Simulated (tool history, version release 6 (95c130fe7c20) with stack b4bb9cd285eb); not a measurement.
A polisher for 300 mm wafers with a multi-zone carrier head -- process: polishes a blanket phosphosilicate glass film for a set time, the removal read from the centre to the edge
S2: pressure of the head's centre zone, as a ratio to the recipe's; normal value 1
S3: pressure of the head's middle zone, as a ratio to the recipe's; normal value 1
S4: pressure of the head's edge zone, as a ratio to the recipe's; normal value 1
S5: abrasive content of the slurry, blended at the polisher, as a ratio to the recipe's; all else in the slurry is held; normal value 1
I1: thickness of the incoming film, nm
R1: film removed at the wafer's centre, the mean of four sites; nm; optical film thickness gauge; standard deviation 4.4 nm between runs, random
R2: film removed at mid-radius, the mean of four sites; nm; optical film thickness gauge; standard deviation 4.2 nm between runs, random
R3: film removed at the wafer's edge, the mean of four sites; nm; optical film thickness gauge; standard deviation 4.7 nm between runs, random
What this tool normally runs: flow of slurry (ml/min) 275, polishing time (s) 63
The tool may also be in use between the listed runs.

Run 1, hour 0: usual settings but flow of slurry (ml/min) 235, S4 1.04; I1 2774.5. Result: R1 581.3 nm, R2 544.8 nm, R3 549 nm.
At hour 9.9: slurry nozzle cleaned.
Run 2, hour 76.3: usual settings but flow of slurry (ml/min) 180, S2 0.95, S3 0.96, S5 1.15; I1 2810.5. Result: R1 547.1 nm, R2 527.4 nm, R3 546.1 nm.
Run 3, hour 372.9: usual settings; I1 2766.2. Result: R1 604.3 nm, R2 560 nm, R3 544.8 nm.
Run 4, hour 414.6: usual settings; I1 2782.4. Result: R1 603 nm, R2 560.1 nm, R3 550.6 nm.
Run 5, hour 455.5: usual settings but S2 1.08; I1 2756.7. Result: R1 654 nm, R2 562.1 nm, R3 550.4 nm.
Run 6, hour 541: usual settings but S5 0.8; I1 2758.6. Result: R1 577.4 nm, R2 525 nm, R3 519.5 nm.
At hour 549.7: centre zone pressure recalibrated.
Run 7, hour 607.1: usual settings but S4 0.97, S5 1.25; I1 2753.8. Result: R1 594.2 nm, R2 592.2 nm, R3 585.2 nm.
At hour 615.4: carrier head's membrane replaced by a new one.
At hour 675.9: edge zone pressure recalibrated.
Run 8, hour 765: usual settings but flow of slurry (ml/min) 235; I1 2768.1. Result: R1 566.1 nm, R2 551.2 nm, R3 538.6 nm.
Run 9, hour 824.3: usual settings but S2 0.9, S4 0.94, S5 0.75, polishing time (s) 56; I1 2776.4. Result: R1 432.7 nm, R2 459.5 nm, R3 440.9 nm.
At hour 830.2: worn pad replaced by a new one.
Run 10, hour 863.3: usual settings but flow of slurry (ml/min) 340, S4 1.04, S5 1.15, polishing time (s) 50; I1 2747.4. Result: R1 490.7 nm, R2 470.1 nm, R3 468.9 nm.
At hour 877: slurry nozzle cleaned.
Run 11, hour 931.1: usual settings; I1 2784.9. Result: R1 584.8 nm, R2 558.3 nm, R3 551.9 nm.
Run 12, hour 1016.8: usual settings but S2 0.91, S3 0.89, S4 0.89; I1 2777.6. Result: R1 540.5 nm, R2 506.9 nm, R3 526.2 nm.
Run 13, hour 1089.6: usual settings but S3 0.9, S5 0.75; I1 2771.5. Result: R1 542.3 nm, R2 473.6 nm, R3 504 nm.
Run 14, hour 1185.3: usual settings but polishing time (s) 53; I1 2814.3. Result: R1 498.1 nm, R2 469.6 nm, R3 465.4 nm.
Run 15, hour 1264.5: usual settings but polishing time (s) 83; I1 2721. Result: R1 782.6 nm, R2 737.9 nm, R3 718.8 nm.
At hour 1349.3: carrier head's membrane replaced by a new one.
Run 16, hour 1358.4: usual settings but S2 1.05; I1 2745.7. Result: R1 634.5 nm, R2 559.6 nm, R3 542.9 nm.
Run 17, hour 1398.5: usual settings; I1 2764.2. Result: R1 602.4 nm, R2 552.9 nm, R3 546.9 nm.
Run 18, hour 1479.4: usual settings but S2 1.06, S3 1.06; I1 2736.5. Result: R1 647.2 nm, R2 587.9 nm, R3 553.2 nm.
Run 19, hour 1528.1: usual settings but flow of slurry (ml/min) 250, S4 0.96; I1 2764.9. Result: R1 590.6 nm, R2 550.8 nm, R3 537 nm.
At hour 1537.5: edge zone pressure recalibrated.
Run 20, hour 1576.5: usual settings; I1 2766. Result: R1 608.4 nm, R2 558.2 nm, R3 554.4 nm.

5 ways to go on from here, each from the tool as it stands after run 20. What would each give?
Run A, hour 1576.9: usual settings; I1 2802. Result: R1 ?, R2 ?, R3 ?.
Run B, hour 1576.9: usual settings but polishing time (s) 85; I1 2802. Result: R1 ?, R2 ?, R3 ?.
Run C, hour 1576.9: usual settings but S2 0.92, S4 0.9, polishing time (s) 72; I1 2802. Result: R1 ?, R2 ?, R3 ?.
Run D, hour 1576.9: usual settings but flow of slurry (ml/min) 190, S2 1.12, S3 0.94, S4 1.04; I1 2802. Result: R1 ?, R2 ?, R3 ?.
Run E, hour 1576.9: usual settings but S5 0.85, polishing time (s) 44; I1 2802. Result: R1 ?, R2 ?, R3 ?.

run     R1     R2     R3
  A  605.1  559.6    552
  B  816.5    755  744.8
  C  636.3  639.9  600.4
  D  637.8    505  540.6
  E  404.1  373.7  368.6
With no hidden state in the tool, these same runs would have given:
run     R1     R2     R3
  A  553.4  559.9    552
  B  746.6  755.4  744.8
  C  581.5  640.2  600.4
  D  583.7  505.2  540.6
  E  369.6  373.9  368.6

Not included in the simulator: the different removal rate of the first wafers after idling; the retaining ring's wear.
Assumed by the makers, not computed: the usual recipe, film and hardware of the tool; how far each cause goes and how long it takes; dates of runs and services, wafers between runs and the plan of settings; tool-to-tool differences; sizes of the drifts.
